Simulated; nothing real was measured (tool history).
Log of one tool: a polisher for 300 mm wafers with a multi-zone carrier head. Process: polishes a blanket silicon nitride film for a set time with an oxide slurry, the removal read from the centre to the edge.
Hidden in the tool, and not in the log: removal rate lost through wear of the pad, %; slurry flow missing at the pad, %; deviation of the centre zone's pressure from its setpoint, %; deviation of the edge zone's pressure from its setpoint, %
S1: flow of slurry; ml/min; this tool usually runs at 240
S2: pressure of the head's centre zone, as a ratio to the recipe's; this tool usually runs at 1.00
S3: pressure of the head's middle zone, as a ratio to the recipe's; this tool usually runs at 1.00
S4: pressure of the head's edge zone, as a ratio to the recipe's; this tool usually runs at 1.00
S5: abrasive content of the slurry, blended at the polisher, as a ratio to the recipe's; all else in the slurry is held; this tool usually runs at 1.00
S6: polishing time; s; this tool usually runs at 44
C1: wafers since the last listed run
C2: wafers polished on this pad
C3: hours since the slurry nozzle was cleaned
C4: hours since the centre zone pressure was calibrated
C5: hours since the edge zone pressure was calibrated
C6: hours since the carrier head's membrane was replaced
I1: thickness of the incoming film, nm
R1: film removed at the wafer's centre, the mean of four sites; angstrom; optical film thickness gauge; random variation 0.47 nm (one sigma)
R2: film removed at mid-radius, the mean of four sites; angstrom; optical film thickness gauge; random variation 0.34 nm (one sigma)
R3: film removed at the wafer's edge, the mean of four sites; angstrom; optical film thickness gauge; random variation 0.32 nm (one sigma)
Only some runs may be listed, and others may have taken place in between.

Run 1, day 0.000: usual settings but S1 305 ml/min; C1 0; C2 225; C3 279.0; C4 138.9; C5 517.0; C6 111.5; I1 436.0. Result: R1 353 angstrom, R2 358 angstrom, R3 353 angstrom.
Run 2, day 2.938: usual settings; C1 586; C2 812; C3 349.5; C4 209.4; C5 587.5; C6 182.0; I1 442.4. Result: R1 335 angstrom, R2 339 angstrom, R3 347 angstrom.
Run 3, day 5.396: usual settings; C1 491; C2 1303; C3 408.5; C4 268.4; C5 646.5; C6 241.0; I1 447.7. Result: R1 320 angstrom, R2 317 angstrom, R3 326 angstrom.
At day 7.046: worn pad replaced by a new one.
Run 4, day 7.471: usual settings; C1 381; C2 85; C3 458.3; C4 318.2; C5 696.3; C6 290.8; I1 447.2. Result: R1 354 angstrom, R2 350 angstrom, R3 353 angstrom.
Run 5, day 8.912: usual settings; C1 288; C2 373; C3 492.9; C4 352.8; C5 730.9; C6 325.4; I1 440.1. Result: R1 353 angstrom, R2 350 angstrom, R3 353 angstrom.
Run 6, day 10.629: usual settings but S2 1.07; C1 342; C2 716; C3 534.1; C4 394.0; C5 772.1; C6 366.6; I1 448.6. Result: R1 368 angstrom, R2 344 angstrom, R3 345 angstrom.
Run 7, day 12.817: usual settings but S2 1.07; C1 437; C2 1153; C3 586.6; C4 446.5; C5 824.6; C6 419.1; I1 435.9. Result: R1 354 angstrom, R2 329 angstrom, R3 330 angstrom.
At day 14.117: worn pad replaced by a new one.
Run 8, day 14.167: usual settings but S2 1.07; C1 236; C2 9; C3 619.0; C4 478.9; C5 857.0; C6 451.5; I1 431.2. Result: R1 374 angstrom, R2 348 angstrom, R3 349 angstrom.
Run 9, day 16.329: usual settings but S2 1.04, S3 0.94; C1 432; C2 441; C3 670.9; C4 530.8; C5 908.9; C6 503.4; I1 438.3. Result: R1 371 angstrom, R2 329 angstrom, R3 350 angstrom.
At day 19.762: slurry nozzle cleaned.
At day 21.221: worn pad replaced by a new one.
Run 10, day 22.475: usual settings; C1 1186; C2 250; C3 65.1; C4 678.3; C5 1056.4; C6 650.9; I1 434.4. Result: R1 372 angstrom, R2 349 angstrom, R3 351 angstrom.
At day 22.650: edge zone pressure recalibrated.
Run 11, day 25.412: usual settings but S2 0.92, S3 1.07, S5 0.85, S6 39 s; C1 570; C2 820; C3 135.6; C4 748.8; C5 66.3; C6 721.4; I1 442.7. Result: R1 275 angstrom, R2 292 angstrom, R3 281 angstrom.
Run 12, day 26.942: usual settings but S6 53 s; C1 305; C2 1125; C3 172.3; C4 785.5; C5 103.0; C6 758.1; I1 436.3. Result: R1 431 angstrom, R2 396 angstrom, R3 401 angstrom.
At day 27.988: centre zone pressure recalibrated.
At day 29.450: carrier head's membrane replaced by a new one.
Run 13, day 29.504: usual settings; C1 453; C2 1579; C3 233.8; C4 36.4; C5 164.5; C6 1.3; I1 443.9. Result: R1 289 angstrom, R2 303 angstrom, R3 300 angstrom.

Run 14 is up next; what results do you expect?
At day 30.621: worn pad replaced by a new one.
Run 14, day 31.312: usual settings but S1 205 ml/min, S4 0.92, S5 0.85, S6 37 s; C1 327; C2 138; C3 277.2; C4 79.8; C5 207.9; C6 44.7; I1 447.1. Result: R1 ?, R2 ?, R3 ?.

For run 14 the tool returned R1 264 angstrom, R2 269 angstrom, R3 262 angstrom.
With the hidden condition absent and the run-to-run variation left alone, this run would have shown R1 269 angstrom, R2 273 angstrom, R3 265 angstrom.

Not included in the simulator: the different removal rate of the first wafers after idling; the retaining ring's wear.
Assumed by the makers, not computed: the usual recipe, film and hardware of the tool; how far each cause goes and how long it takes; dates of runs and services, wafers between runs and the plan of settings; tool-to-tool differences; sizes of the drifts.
